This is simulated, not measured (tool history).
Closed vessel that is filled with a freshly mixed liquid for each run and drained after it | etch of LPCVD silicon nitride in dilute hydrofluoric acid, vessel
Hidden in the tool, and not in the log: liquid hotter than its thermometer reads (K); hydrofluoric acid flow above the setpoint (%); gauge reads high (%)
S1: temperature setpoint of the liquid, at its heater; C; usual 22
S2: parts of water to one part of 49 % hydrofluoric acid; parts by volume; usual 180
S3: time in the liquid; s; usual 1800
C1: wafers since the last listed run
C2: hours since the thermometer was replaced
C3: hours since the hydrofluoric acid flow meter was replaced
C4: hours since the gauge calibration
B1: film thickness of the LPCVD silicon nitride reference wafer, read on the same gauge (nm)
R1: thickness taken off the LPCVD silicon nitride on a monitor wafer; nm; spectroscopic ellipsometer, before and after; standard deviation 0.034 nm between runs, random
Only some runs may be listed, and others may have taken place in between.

run,hour,S1,S2,S3,C1,C2,C3,C4,B1,R1
1,0,22,180,1800,0,18.5,642.8,1098.6,50.008,5.719
2,17.1,23,180,1800,426,35.6,659.9,1115.7,50.001,6.051
3,51.1,23,180,1800,847,69.6,693.9,1149.7,49.986,6.08
4,70.9,23,180,1800,493,89.4,713.7,1169.5,50.001,6.075
5,85.8,22,180,1800,371,104.3,728.6,1184.4,50.012,5.789
6,116.8,22,180,1800,772,135.3,759.6,1215.4,50.031,5.714
7,142.7,22,180,1800,645,161.2,785.5,1241.3,50.011,5.743
8,161.5,25.5,135,1120,468,180,804.3,1260.1,49.981,5.955
9,195.4,22,180,2140,845,213.9,838.2,1294,50.014,6.842
10,219.5,23.5,115,2765,600,238,862.3,1318.1,50.005,15.316
11,327,22,180,1800,2679,345.5,969.8,1425.6,50.01,5.884
12,371.4,22,150,1800,1106,389.9,1014.2,1470,49.992,6.997
13,391.5,25,120,1800,501,410,1034.3,1490.1,49.993,10.716
14,415.7,22,110,1800,603,434.2,1058.5,1514.3,50.014,9.463
15,448,25.5,120,1220,805,466.5,1090.8,1546.6,50.043,7.476
# hour 451.6: hydrofluoric acid flow meter replaced
16,482.9,18,100,1800,845,501.4,31.3,1581.5,50.038,7.547
17,500.9,20,180,1460,448,519.4,49.3,1599.5,50.026,4.007
# hour 519.6: gauge calibrated
18,530.4,22,180,1800,735,548.9,78.8,10.8,50.009,5.677
19,548.6,25.5,140,2820,453,567.1,97,29,50.005,14.35
20,580.5,22,180,1800,795,599,128.9,60.9,49.985,5.648
21,599,22,180,1800,461,617.5,147.4,79.4,50.026,5.633
22,618.4,26,180,1800,483,636.9,166.8,98.8,49.98,7.31
23,654,22,180,1800,887,672.5,202.4,134.4,49.988,5.69
24,681.9,22,205,1800,695,700.4,230.3,162.3,50.002,4.942
25,717.6,22,180,1800,889,736.1,266,198,50.013,5.757
26,748,22,180,975,757,766.5,296.4,228.4,50.049,3.073
27,765.1,24,180,1800,426,783.6,313.5,245.5,50.014,6.578
28,783.9,22,180,1800,468,802.4,332.3,264.3,50.002,5.799
29,813.8,24.5,150,1800,745,832.3,362.2,294.2,50.009,8.168
30,849.4,24,250,755,887,867.9,397.8,329.8,49.984,1.995
31,875.5,22,180,1800,650,894,423.9,355.9,49.964,5.809

For each entry between runs, how does the tool's hidden state at the last listed run before it compare with that at the first listed run after it?
In the gap between runs 15 and 16: hydrofluoric acid flow meter replaced (hour 451.6)
  liquid hotter than its thermometer reads (K): 0.272 -> 0.286; hydrofluoric acid flow above the setpoint (%): 6.01 -> 0.998
  measured less the result without the state, R1: +0.543 -> +0.221 nm
In the gap between runs 17 and 18: gauge calibrated (hour 519.6)
  liquid hotter than its thermometer reads (K): 0.293 -> 0.305; hydrofluoric acid flow above the setpoint (%): 1.09 -> 1.24
  measured less the result without the state, R1: +0.117 -> +0.177 nm

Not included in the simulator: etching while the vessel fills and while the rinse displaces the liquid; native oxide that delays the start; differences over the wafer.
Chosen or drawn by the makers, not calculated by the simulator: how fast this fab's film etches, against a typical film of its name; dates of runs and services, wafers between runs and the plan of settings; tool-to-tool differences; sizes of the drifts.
